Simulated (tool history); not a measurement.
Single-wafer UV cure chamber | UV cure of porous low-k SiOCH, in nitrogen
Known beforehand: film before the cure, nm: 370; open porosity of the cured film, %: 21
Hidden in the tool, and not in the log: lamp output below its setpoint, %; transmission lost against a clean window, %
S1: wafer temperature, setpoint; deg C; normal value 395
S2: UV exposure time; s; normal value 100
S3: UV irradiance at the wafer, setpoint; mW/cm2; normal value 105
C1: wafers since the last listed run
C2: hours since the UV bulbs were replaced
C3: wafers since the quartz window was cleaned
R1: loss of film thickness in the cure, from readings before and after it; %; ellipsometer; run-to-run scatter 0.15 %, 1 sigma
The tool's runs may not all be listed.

run 1 hour=0.0 | S1=403 S2=100 S3=105 | C1=0 C2=433.8 C3=48 | R1=7.567
run 2 hour=72.2 | S1=403 S2=100 S3=105 | C1=424 C2=506.0 C3=473 | R1=7.300
run 3 hour=134.4 | S1=395 S2=100 S3=105 | C1=365 C2=568.2 C3=838 | R1=6.893
run 4 hour=206.8 | S1=395 S2=100 S3=105 | C1=425 C2=640.6 C3=1264 | R1=6.489
run 5 hour=253.2 | S1=395 S2=100 S3=105 | C1=272 C2=687.0 C3=1537 | R1=6.435
run 6 hour=324.6 | S1=395 S2=100 S3=105 | C1=419 C2=758.4 C3=1957 | R1=6.472
run 7 hour=386.4 | S1=395 S2=100 S3=105 | C1=363 C2=820.2 C3=2320 | R1=6.268
-- hour=431.3 quartz window cleaned
run 8 hour=431.8 | S1=395 S2=100 S3=105 | C1=219 C2=865.6 C3=2 | R1=7.108
run 9 hour=510.9 | S1=395 S2=100 S3=105 | C1=465 C2=944.7 C3=467 | R1=6.761
run 10 hour=558.1 | S1=395 S2=100 S3=105 | C1=277 C2=991.9 C3=745 | R1=6.404
-- hour=617.7 UV bulbs replaced
run 11 hour=631.0 | S1=395 S2=100 S3=105 | C1=381 C2=13.3 C3=1127 | R1=7.734
run 12 hour=670.5 | S1=395 S2=100 S3=133 | C1=232 C2=52.8 C3=1359 | R1=8.738
run 13 hour=714.6 | S1=395 S2=100 S3=81 | C1=259 C2=96.9 C3=1618 | R1=6.519
run 14 hour=819.0 | S1=412 S2=155 S3=86 | C1=613 C2=201.3 C3=2232 | R1=8.497
-- hour=848.9 quartz window cleaned
run 15 hour=876.9 | S1=395 S2=100 S3=105 | C1=293 C2=259.2 C3=164 | R1=7.970
run 16 hour=928.1 | S1=395 S2=100 S3=105 | C1=301 C2=310.4 C3=465 | R1=7.493
run 17 hour=1022.0 | S1=395 S2=100 S3=141 | C1=552 C2=404.3 C3=1017 | R1=8.260
run 18 hour=1094.2 | S1=395 S2=120 S3=105 | C1=424 C2=476.5 C3=1442 | R1=7.594
run 19 hour=1190.2 | S1=377 S2=45 S3=84 | C1=564 C2=572.5 C3=2006 | R1=2.914
run 20 hour=1269.1 | S1=412 S2=55 S3=105 | C1=463 C2=651.4 C3=2470 | R1=4.633
-- hour=1287.4 quartz window cleaned
run 21 hour=1324.4 | S1=395 S2=100 S3=105 | C1=278 C2=706.7 C3=217 | R1=7.113
run 22 hour=1422.8 | S1=395 S2=100 S3=138 | C1=578 C2=805.1 C3=796 | R1=8.009

What was the tool's hidden state at every run in the log?
H1: lamp output below its setpoint, %
H2: transmission lost against a clean window, %
run=1 H1=25.7 H2=2.18
run=2 H1=27.1 H2=10.6
run=3 H1=28.2 H2=15
run=4 H1=29.1 H2=18
run=5 H1=29.7 H2=19.2
run=6 H1=30.4 H2=20.3
run=7 H1=30.8 H2=20.9
run=8 H1=31.1 H2=0.358
run=9 H1=31.6 H2=9.97
run=10 H1=31.8 H2=13.5
run=11 H1=4.09 H2=16.9
run=12 H1=6.93 H2=18
run=13 H1=9.74 H2=19
run=14 H1=15.1 H2=20.3
run=15 H1=17.4 H2=5.16
run=16 H1=19.2 H2=10.7
run=17 H1=21.8 H2=16.6
run=18 H1=23.4 H2=19
run=19 H1=25 H2=20.6
run=20 H1=26.1 H2=21.3
run=21 H1=26.7 H2=5.79
run=22 H1=27.5 H2=14.2

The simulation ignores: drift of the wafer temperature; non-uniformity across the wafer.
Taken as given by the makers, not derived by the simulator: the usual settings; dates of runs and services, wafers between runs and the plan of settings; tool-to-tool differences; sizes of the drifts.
